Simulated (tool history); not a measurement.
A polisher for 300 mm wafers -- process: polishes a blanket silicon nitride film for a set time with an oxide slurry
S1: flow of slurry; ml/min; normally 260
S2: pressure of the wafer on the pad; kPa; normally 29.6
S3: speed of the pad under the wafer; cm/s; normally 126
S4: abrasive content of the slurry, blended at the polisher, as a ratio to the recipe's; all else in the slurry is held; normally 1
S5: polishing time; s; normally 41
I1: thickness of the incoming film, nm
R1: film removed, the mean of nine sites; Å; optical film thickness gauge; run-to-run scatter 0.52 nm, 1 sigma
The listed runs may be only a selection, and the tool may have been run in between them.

{"run": 1, "hour": 0.0, "S1": 260, "S2": 29.6, "S3": 126, "S4": 1, "S5": 41, "I1": 579.4, "R1": 388}
{"run": 2, "hour": 8.0, "S1": 260, "S2": 29.6, "S3": 126, "S4": 1, "S5": 36, "I1": 595.1, "R1": 332}
{"run": 3, "hour": 22.9, "S1": 260, "S2": 29.6, "S3": 126, "S4": 1, "S5": 41, "I1": 591.1, "R1": 375}
{"run": 4, "hour": 39.7, "S1": 260, "S2": 29.6, "S3": 126, "S4": 1, "S5": 41, "I1": 584.4, "R1": 363}
{"run": 5, "hour": 46.1, "S1": 260, "S2": 29.6, "S3": 126, "S4": 1, "S5": 41, "I1": 589.1, "R1": 361}
{"run": 6, "hour": 54.3, "S1": 260, "S2": 29.6, "S3": 126, "S4": 1, "S5": 41, "I1": 584.3, "R1": 360}
{"hour": 63.4, "done": "slurry nozzle cleaned"}
{"hour": 63.6, "done": "worn pad replaced by a new one"}
{"hour": 65.8, "done": "slurry blender recalibrated"}
{"run": 7, "hour": 68.5, "S1": 260, "S2": 29.6, "S3": 126, "S4": 1, "S5": 41, "I1": 583.8, "R1": 401}
{"hour": 80.9, "done": "head pressure recalibrated"}
{"run": 8, "hour": 84.4, "S1": 260, "S2": 29.6, "S3": 126, "S4": 1, "S5": 41, "I1": 585.4, "R1": 385}
{"run": 9, "hour": 100.5, "S1": 260, "S2": 29.6, "S3": 126, "S4": 1, "S5": 36, "I1": 599.2, "R1": 324}
{"run": 10, "hour": 106.8, "S1": 315, "S2": 29.6, "S3": 126, "S4": 1, "S5": 33, "I1": 597.8, "R1": 300}
{"run": 11, "hour": 113.1, "S1": 185, "S2": 20.0, "S3": 84, "S4": 1, "S5": 37, "I1": 586.4, "R1": 154}
{"hour": 125.3, "done": "worn pad replaced by a new one"}
{"run": 12, "hour": 130.7, "S1": 260, "S2": 29.6, "S3": 126, "S4": 1, "S5": 41, "I1": 591.8, "R1": 403}

Run 13 is up next; what results do you expect?
{"hour": 134.2, "done": "conditioning disc replaced and pad reconditioned"}
{"run": 13, "hour": 142.0, "S1": 175, "S2": 24.8, "S3": 126, "S4": 1, "S5": 45, "I1": 577.7, "R1": "?"}

Run 13 yielded R1 343 Å.
The same run, on a tool lacking any hidden state, would have yielded R1 375 Å.
